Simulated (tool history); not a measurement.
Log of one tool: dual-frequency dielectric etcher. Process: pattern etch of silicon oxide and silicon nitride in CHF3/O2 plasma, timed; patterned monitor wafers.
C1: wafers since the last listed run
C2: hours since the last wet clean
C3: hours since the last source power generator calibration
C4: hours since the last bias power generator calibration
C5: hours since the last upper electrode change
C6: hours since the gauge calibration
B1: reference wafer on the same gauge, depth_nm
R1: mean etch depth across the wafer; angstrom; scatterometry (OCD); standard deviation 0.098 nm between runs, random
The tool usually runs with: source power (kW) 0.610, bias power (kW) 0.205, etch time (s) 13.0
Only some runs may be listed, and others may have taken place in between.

{"run": 1, "hour": 0.0, "source power (kW)": 0.61, "bias power (kW)": 0.205, "etch time (s)": 13.0, "C1": 0, "C2": 331.7, "C3": 4964.1, "C4": 3578.7, "C5": 5214.4, "C6": 41.3, "B1": 18.61, "R1": 203.1}
{"run": 2, "hour": 11.7, "source power (kW)": 0.61, "bias power (kW)": 0.205, "etch time (s)": 13.0, "C1": 185, "C2": 343.4, "C3": 4975.8, "C4": 3590.4, "C5": 5226.1, "C6": 53.0, "B1": 18.6, "R1": 200.5}
{"run": 3, "hour": 29.1, "source power (kW)": 0.61, "bias power (kW)": 0.205, "etch time (s)": 14.5, "C1": 275, "C2": 360.8, "C3": 4993.2, "C4": 3607.8, "C5": 5243.5, "C6": 70.4, "B1": 18.61, "R1": 225.0}
{"run": 4, "hour": 42.4, "source power (kW)": 0.61, "bias power (kW)": 0.205, "etch time (s)": 14.5, "C1": 210, "C2": 374.1, "C3": 5006.5, "C4": 3621.1, "C5": 5256.8, "C6": 83.7, "B1": 18.6, "R1": 224.3}
{"run": 5, "hour": 59.0, "source power (kW)": 0.61, "bias power (kW)": 0.205, "etch time (s)": 14.5, "C1": 262, "C2": 390.7, "C3": 5023.1, "C4": 3637.7, "C5": 5273.4, "C6": 100.3, "B1": 18.6, "R1": 225.1}
{"run": 6, "hour": 75.3, "source power (kW)": 0.61, "bias power (kW)": 0.205, "etch time (s)": 13.0, "C1": 258, "C2": 407.0, "C3": 5039.4, "C4": 3654.0, "C5": 5289.7, "C6": 116.6, "B1": 18.59, "R1": 201.7}
{"run": 7, "hour": 83.9, "source power (kW)": 0.61, "bias power (kW)": 0.205, "etch time (s)": 13.0, "C1": 136, "C2": 415.6, "C3": 5048.0, "C4": 3662.6, "C5": 5298.3, "C6": 125.2, "B1": 18.59, "R1": 202.4}
{"run": 8, "hour": 136.1, "source power (kW)": 0.61, "bias power (kW)": 0.205, "etch time (s)": 13.0, "C1": 826, "C2": 467.8, "C3": 5100.2, "C4": 3714.8, "C5": 5350.5, "C6": 177.4, "B1": 18.62, "R1": 201.6}
{"run": 9, "hour": 148.0, "source power (kW)": 0.61, "bias power (kW)": 0.205, "etch time (s)": 15.0, "C1": 188, "C2": 479.7, "C3": 5112.1, "C4": 3726.7, "C5": 5362.4, "C6": 189.3, "B1": 18.59, "R1": 234.9}
{"run": 10, "hour": 154.2, "source power (kW)": 0.61, "bias power (kW)": 0.205, "etch time (s)": 15.0, "C1": 98, "C2": 485.9, "C3": 5118.3, "C4": 3732.9, "C5": 5368.6, "C6": 195.5, "B1": 18.6, "R1": 232.5}
{"run": 11, "hour": 171.7, "source power (kW)": 0.61, "bias power (kW)": 0.205, "etch time (s)": 15.0, "C1": 277, "C2": 503.4, "C3": 5135.8, "C4": 3750.4, "C5": 5386.1, "C6": 213.0, "B1": 18.61, "R1": 232.8}
{"hour": 183.1, "done": "bias power generator calibrated"}
{"run": 12, "hour": 184.0, "source power (kW)": 0.61, "bias power (kW)": 0.224, "etch time (s)": 13.0, "C1": 131, "C2": 515.7, "C3": 5148.1, "C4": 0.9, "C5": 5398.4, "C6": 225.3, "B1": 18.6, "R1": 206.7}
{"hour": 209.6, "done": "wet clean of the chamber"}
{"run": 13, "hour": 210.1, "source power (kW)": 0.61, "bias power (kW)": 0.205, "etch time (s)": 10.0, "C1": 33, "C2": 0.5, "C3": 5174.2, "C4": 27.0, "C5": 5424.5, "C6": 251.4, "B1": 18.61, "R1": 156.0}
{"run": 14, "hour": 213.0, "source power (kW)": 0.61, "bias power (kW)": 0.205, "etch time (s)": 13.0, "C1": 45, "C2": 3.4, "C3": 5177.1, "C4": 29.9, "C5": 5427.4, "C6": 254.3, "B1": 18.6, "R1": 201.0}
{"run": 15, "hour": 229.2, "source power (kW)": 0.61, "bias power (kW)": 0.205, "etch time (s)": 13.0, "C1": 256, "C2": 19.6, "C3": 5193.3, "C4": 46.1, "C5": 5443.6, "C6": 270.5, "B1": 18.61, "R1": 202.3}
{"hour": 238.5, "done": "source power generator calibrated"}
{"hour": 259.2, "done": "upper electrode replaced"}
{"run": 16, "hour": 271.2, "source power (kW)": 0.49, "bias power (kW)": 0.178, "etch time (s)": 15.5, "C1": 272, "C2": 61.6, "C3": 32.7, "C4": 88.1, "C5": 12.0, "C6": 312.5, "B1": 18.58, "R1": 216.8}
{"run": 17, "hour": 277.4, "source power (kW)": 0.72, "bias power (kW)": 0.162, "etch time (s)": 11.0, "C1": 98, "C2": 67.8, "C3": 38.9, "C4": 94.3, "C5": 18.2, "C6": 318.7, "B1": 18.6, "R1": 169.9}
{"run": 18, "hour": 286.9, "source power (kW)": 0.61, "bias power (kW)": 0.177, "etch time (s)": 13.0, "C1": 150, "C2": 77.3, "C3": 48.4, "C4": 103.8, "C5": 27.7, "C6": 328.2, "B1": 18.59, "R1": 192.6}
{"hour": 295.4, "done": "gauge calibrated"}
{"run": 19, "hour": 301.4, "source power (kW)": 0.65, "bias power (kW)": 0.174, "etch time (s)": 16.5, "C1": 229, "C2": 91.8, "C3": 62.9, "C4": 118.3, "C5": 42.2, "C6": 6.0, "B1": 18.59, "R1": 250.6}
{"run": 20, "hour": 307.6, "source power (kW)": 0.72, "bias power (kW)": 0.23, "etch time (s)": 13.0, "C1": 98, "C2": 98.0, "C3": 69.1, "C4": 124.5, "C5": 48.4, "C6": 12.2, "B1": 18.61, "R1": 221.4}
{"run": 21, "hour": 338.2, "source power (kW)": 0.69, "bias power (kW)": 0.169, "etch time (s)": 16.5, "C1": 484, "C2": 128.6, "C3": 99.7, "C4": 155.1, "C5": 79.0, "C6": 42.8, "B1": 18.6, "R1": 254.0}
{"run": 22, "hour": 348.2, "source power (kW)": 0.61, "bias power (kW)": 0.205, "etch time (s)": 13.0, "C1": 158, "C2": 138.6, "C3": 109.7, "C4": 165.1, "C5": 89.0, "C6": 52.8, "B1": 18.58, "R1": 201.0}
{"run": 23, "hour": 356.7, "source power (kW)": 0.48, "bias power (kW)": 0.163, "etch time (s)": 16.0, "C1": 134, "C2": 147.1, "C3": 118.2, "C4": 173.6, "C5": 97.5, "C6": 61.3, "B1": 18.61, "R1": 216.5}
{"run": 24, "hour": 366.6, "source power (kW)": 0.67, "bias power (kW)": 0.256, "etch time (s)": 13.0, "C1": 156, "C2": 157.0, "C3": 128.1, "C4": 183.5, "C5": 107.4, "C6": 71.2, "B1": 18.58, "R1": 222.1}
{"run": 25, "hour": 387.0, "source power (kW)": 0.61, "bias power (kW)": 0.231, "etch time (s)": 16.0, "C1": 323, "C2": 177.4, "C3": 148.5, "C4": 203.9, "C5": 127.8, "C6": 91.6, "B1": 18.59, "R1": 257.2}
{"run": 26, "hour": 411.9, "source power (kW)": 0.65, "bias power (kW)": 0.181, "etch time (s)": 13.0, "C1": 394, "C2": 202.3, "C3": 173.4, "C4": 228.8, "C5": 152.7, "C6": 116.5, "B1": 18.6, "R1": 199.9}
{"run": 27, "hour": 425.5, "source power (kW)": 0.57, "bias power (kW)": 0.205, "etch time (s)": 10.5, "C1": 215, "C2": 215.9, "C3": 187.0, "C4": 242.4, "C5": 166.3, "C6": 130.1, "B1": 18.59, "R1": 158.7}
{"run": 28, "hour": 433.4, "source power (kW)": 0.75, "bias power (kW)": 0.155, "etch time (s)": 16.5, "C1": 125, "C2": 223.8, "C3": 194.9, "C4": 250.3, "C5": 174.2, "C6": 138.0, "B1": 18.61, "R1": 254.5}

4 options for the next run, each taken on its own from the tool as it stands now. Forecast them:
{"run": "A", "hour": 433.8, "source power (kW)": 0.61, "bias power (kW)": 0.187, "etch time (s)": 13.0, "C1": 6, "C2": 224.2, "C3": 195.3, "C4": 250.7, "C5": 174.6, "C6": 138.4, "B1": "?", "R1": "?"}
{"run": "B", "hour": 433.8, "source power (kW)": 0.61, "bias power (kW)": 0.244, "etch time (s)": 10.0, "C1": 6, "C2": 224.2, "C3": 195.3, "C4": 250.7, "C5": 174.6, "C6": 138.4, "B1": "?", "R1": "?"}
{"run": "C", "hour": 433.8, "source power (kW)": 0.5, "bias power (kW)": 0.187, "etch time (s)": 16.5, "C1": 6, "C2": 224.2, "C3": 195.3, "C4": 250.7, "C5": 174.6, "C6": 138.4, "B1": "?", "R1": "?"}
{"run": "D", "hour": 433.8, "source power (kW)": 0.61, "bias power (kW)": 0.225, "etch time (s)": 13.0, "C1": 6, "C2": 224.2, "C3": 195.3, "C4": 250.7, "C5": 174.6, "C6": 138.4, "B1": "?", "R1": "?"}

run=A B1=18.60 R1=195.2
run=B B1=18.60 R1=162.1
run=C B1=18.60 R1=232.5
run=D B1=18.60 R1=205.7
Had the tool no hidden state, the same runs would have come out as:
run=A R1=195.2
run=B R1=162.1
run=C R1=232.5
run=D R1=205.7
